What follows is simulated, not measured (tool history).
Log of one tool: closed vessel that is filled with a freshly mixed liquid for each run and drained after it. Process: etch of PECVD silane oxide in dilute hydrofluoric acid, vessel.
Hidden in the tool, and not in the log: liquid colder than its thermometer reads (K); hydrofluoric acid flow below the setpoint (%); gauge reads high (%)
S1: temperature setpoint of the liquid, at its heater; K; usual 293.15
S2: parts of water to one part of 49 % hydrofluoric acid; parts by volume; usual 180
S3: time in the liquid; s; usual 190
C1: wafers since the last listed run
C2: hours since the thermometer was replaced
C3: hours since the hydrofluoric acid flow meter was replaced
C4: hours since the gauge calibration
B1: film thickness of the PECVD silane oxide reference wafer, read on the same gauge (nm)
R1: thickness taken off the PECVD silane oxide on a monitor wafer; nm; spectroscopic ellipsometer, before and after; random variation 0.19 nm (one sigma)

run   hour      S1   S2   S3    C1     C2      C3     C4      B1     R1
  1    0.0  293.15  180  150     0  500.3  1668.2  263.9   99.94  16.29
  2    9.2  293.15  180  150   655  509.5  1677.4  273.1   99.97  16.01
  3   17.7  293.15  180  190   606  518.0  1685.9  281.6  100.00  20.37
  4   28.2  293.15  180  190   748  528.5  1696.4  292.1  100.01  20.17
  5   41.0  291.15  180  190   912  541.3  1709.2  304.9  100.03  18.79
  6   54.5  291.15  180  190   962  554.8  1722.7  318.4  100.00  19.02
  7   69.5  293.15  180  190  1069  569.8  1737.7  333.4   99.99  20.52
  8   83.4  294.65  180  190   991  583.7  1751.6  347.3   99.98  21.61
  9   91.7  294.65  180  190   591  592.0  1759.9  355.6  100.03  21.48
 10   97.7  294.65  180  190   427  598.0  1765.9  361.6   99.98  21.52
 11  112.1  293.15  180  190  1026  612.4  1780.3  376.0   99.98  20.53
 12  120.9  293.15  180  190   627  621.2  1789.1  384.8   99.98  20.14
 13  133.7  293.15  180  190   912  634.0  1801.9  397.6  100.03  20.03
 14  149.3  293.15  180  190  1112  649.6  1817.5  413.2   99.97  20.57
 15  164.6  293.15  180  190  1090  664.9  1832.8  428.5   99.97  20.15
 16  177.9  293.15  180  190   948  678.2  1846.1  441.8   99.95  20.09
 17  191.4  293.15  180  135   962  691.7  1859.6  455.3   99.99  14.42
     195.2  -- hydrofluoric acid flow meter replaced
 18  207.0  293.15  180  270  1040  707.3    11.8  470.9   99.98  28.53
 19  220.6  293.15  180  190   969  720.9    25.4  484.5   99.99  20.27
 20  233.6  293.15  180  190   926  733.9    38.4  497.5  100.02  19.99
     244.4  -- gauge calibrated
 21  249.0  293.15  180  190  1097  749.3    53.8    4.6  100.01  20.40
     257.3  -- thermometer replaced
 22  262.4  293.15  180  190   884    5.1    67.2   18.0   99.99  18.68
 23  273.2  291.15  180  190   770   15.9    78.0   28.8  100.03  17.23
 24  286.7  293.15  180  190   962   29.4    91.5   42.3   99.98  19.13
 25  296.2  296.65  225  230   677   38.9   101.0   51.8  100.04  20.33
 26  312.1  293.15  180  110  1133   54.8   116.9   67.7  100.00  10.88
 27  320.2  293.15  130  190   577   62.9   125.0   75.8  100.02  27.78
 28  330.4  293.15  180  190   727   73.1   135.2   86.0  100.01  18.84
     336.3  -- thermometer replaced, repeated, since the last time left the tool worse
 29  347.9  293.15  240  230  1176   11.6   152.7  103.5   99.95  18.15
 30  359.2  293.15  180  240   805   22.9   164.0  114.8  100.02  26.59
 31  369.1  293.15  265  190   705   32.8   173.9  124.7   99.98  13.50
 32  375.2  298.15  180  235   434   38.9   180.0  130.8  100.01  32.13
 33  391.7  293.15  180  250  1176   55.4   196.5  147.3   99.97  27.55

Some steps in R1 between neighbouring runs. How much of each would the tool show without its hidden state too (settings, what came in, random variation), and how much is left for the hidden state, with any gauge scatter that isn't in both results?
Run 17 -> 18: S3 135 -> 270, hydrofluoric acid flow meter replaced. R1 +14.11 nm: hidden state -0.88, all else +14.99.
Run 26 -> 27: S2 180 -> 130, S3 110 -> 190. R1 +16.90 nm: hidden state -2.43, all else +19.33.
Run 27 -> 28: S2 130 -> 180. R1 -8.94 nm: hidden state +1.32, all else -10.26.
Run 28 -> 29: S2 180 -> 240, S3 190 -> 230, thermometer replaced, repeated, since the last time left the tool worse. R1 -0.69 nm: hidden state +2.44, all else -3.13.
Run 31 -> 32: S1 293.15 -> 298.15, S2 265 -> 180, S3 190 -> 235. R1 +18.63 nm: hidden state -0.19, all else +18.82.
